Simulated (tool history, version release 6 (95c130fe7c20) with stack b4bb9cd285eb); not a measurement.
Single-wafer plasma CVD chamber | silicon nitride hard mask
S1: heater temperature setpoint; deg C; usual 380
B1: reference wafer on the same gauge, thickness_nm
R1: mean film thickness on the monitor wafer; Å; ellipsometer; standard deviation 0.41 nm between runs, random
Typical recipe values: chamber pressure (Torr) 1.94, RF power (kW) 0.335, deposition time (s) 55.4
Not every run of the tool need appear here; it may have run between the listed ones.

Run 1, day 0.000: usual settings; B1 68.417. Result: R1 722.64 Å.
Run 2, day 1.058: usual settings; B1 68.569. Result: R1 709.37 Å.
Run 3, day 2.146: usual settings but RF power (kW) 0.315, deposition time (s) 49.1; B1 68.513. Result: R1 614.19 Å.
Run 4, day 3.275: usual settings but RF power (kW) 0.315, deposition time (s) 60.6; B1 68.453. Result: R1 746.37 Å.
Run 5, day 4.267: usual settings; B1 68.556. Result: R1 710.96 Å.
Run 6, day 5.450: usual settings; B1 68.364. Result: R1 724.32 Å.
Run 7, day 6.154: usual settings; B1 68.403. Result: R1 721.45 Å.
Run 8, day 7.338: usual settings; B1 68.467. Result: R1 719.58 Å.
Run 9, day 8.000: usual settings; B1 68.477. Result: R1 714.67 Å.
Run 10, day 9.371: usual settings; B1 68.479. Result: R1 714.30 Å.
Run 11, day 10.362: usual settings but S1 393 deg C, chamber pressure (Torr) 1.59, RF power (kW) 0.385, deposition time (s) 64.2; B1 68.496. Result: R1 870.44 Å.
At day 10.938: capacitance manometer re-zeroed and calibrated.
Run 12, day 11.600: usual settings but S1 376 deg C, chamber pressure (Torr) 2.23, RF power (kW) 0.305, deposition time (s) 59.3; B1 68.563. Result: R1 743.17 Å.
Run 13, day 13.046: usual settings but chamber pressure (Torr) 1.75, RF power (kW) 0.370; B1 68.649. Result: R1 752.96 Å.
At day 13.950: RF generator calibrated.
At day 14.129: thermocouple changed; heater temperature recalibrated.
Run 14, day 14.150: usual settings but chamber pressure (Torr) 2.21; B1 68.481. Result: R1 739.90 Å.
Run 15, day 14.325: usual settings; B1 68.480. Result: R1 711.99 Å.
At day 15.021: showerhead replaced.
Run 16, day 15.600: usual settings but deposition time (s) 45.8; B1 68.442. Result: R1 597.09 Å.
At day 15.829: gauge calibrated.
Run 17, day 16.683: usual settings but S1 393 deg C, chamber pressure (Torr) 1.59, RF power (kW) 0.385, deposition time (s) 64.2; B1 68.464. Result: R1 874.01 Å.
Run 18, day 17.846: usual settings but chamber pressure (Torr) 2.35; B1 68.416. Result: R1 742.61 Å.
Run 19, day 18.521: usual settings; B1 68.573. Result: R1 713.00 Å.
Run 20, day 19.154: usual settings but chamber pressure (Torr) 2.25, RF power (kW) 0.380; B1 68.542. Result: R1 804.96 Å.
Run 21, day 20.558: usual settings but S1 389 deg C; B1 68.513. Result: R1 719.26 Å.

3 options for the next run, each taken on its own from the tool as it stands now. Forecast them:
Run A, day 20.575: usual settings but S1 392 deg C; B1 ?. Result: R1 ?.
Run B, day 20.575: usual settings but S1 375 deg C, RF power (kW) 0.375; B1 ?. Result: R1 ?.
Run C, day 20.575: usual settings but S1 386 deg C, chamber pressure (Torr) 2.09; B1 ?. Result: R1 ?.

run      B1      R1
  A  68.518  719.34
  B  68.518  781.06
  C  68.518  731.61
With the hidden condition removed and each run's random variation left untouched, the same runs would have given:
run      R1
  A  719.34
  B  781.06
  C  731.61
